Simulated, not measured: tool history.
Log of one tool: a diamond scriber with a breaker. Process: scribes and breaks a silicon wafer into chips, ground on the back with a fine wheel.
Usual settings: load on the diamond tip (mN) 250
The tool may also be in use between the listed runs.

run	hour	load on the diamond tip (mN)	wafers since the last listed run	hours since the diamond tip was replaced	hours since the load on the tip was calibrated	incoming depth of the damage left on the back of the incoming wafer, um	depth of the median crack under the scribed line (µm)	chips rejected at inspection after the break (%)
1	0.0	275	0	331.7	1132.3	2.13	8.03	7.59
2	39.8	275	139	371.5	1172.1	1.59	7.84	7.97
3	50.2	300	36	381.9	1182.5	2.06	8.70	4.35
4	59.2	300	31	390.9	1191.5	2.87	8.70	6.66
5	70.1	300	38	401.8	1202.4	2.42	8.61	5.11
6	86.2	214	56	417.9	1218.5	1.70	6.04	26.65
7	92.7	214	22	424.4	1225.0	2.06	6.07	27.56
8	104.8	250	42	436.5	1237.1	2.12	7.18	15.81
9	113.3	190	29	445.0	1245.6	1.95	5.22	42.43
10	125.6	190	43	457.3	1257.9	2.81	5.28	46.63
11	135.6	250	35	467.3	1267.9	2.01	7.15	14.29
12	142.1	283	22	473.8	1274.4	2.28	8.07	8.28
13	149.9	303	27	481.6	1282.2	2.02	8.70	4.53
# hour 161.0: diamond tip replaced by a new one
14	165.8	325	48	4.8	1298.1	2.17	10.79	3.15
15	179.5	219	48	18.5	1311.8	1.94	7.24	14.20
# hour 182.3: load on the tip recalibrated
16	197.1	225	54	36.1	14.8	1.93	8.35	5.09
17	204.4	250	25	43.4	22.1	1.90	9.41	2.31
18	213.1	318	30	52.1	30.8	2.01	11.71	5.40
19	225.7	305	44	64.7	43.4	2.81	11.06	4.40
20	239.7	179	49	78.7	57.4	2.05	6.11	27.20

Forecast each of these 5 alternatives for the next run:
A	240.3	250	2	79.3	58.0	1.69	?	?
B	240.3	192	2	79.3	58.0	1.69	?	?
C	240.3	298	2	79.3	58.0	1.69	?	?
D	240.3	309	2	79.3	58.0	1.69	?	?
E	240.3	202	2	79.3	58.0	1.69	?	?

run	depth of the median crack under the scribed line (µm)	chips rejected at inspection after the break (%)
A	9.09	2.96
B	6.74	19.86
C	10.82	2.58
D	11.20	3.40
E	7.18	14.99
Without the tool's hidden state the same runs would have given:
run	depth of the median crack under the scribed line (µm)	chips rejected at inspection after the break (%)
A	9.97	1.80
B	7.39	12.86
C	11.86	5.42
D	12.28	6.98
E	7.87	8.94

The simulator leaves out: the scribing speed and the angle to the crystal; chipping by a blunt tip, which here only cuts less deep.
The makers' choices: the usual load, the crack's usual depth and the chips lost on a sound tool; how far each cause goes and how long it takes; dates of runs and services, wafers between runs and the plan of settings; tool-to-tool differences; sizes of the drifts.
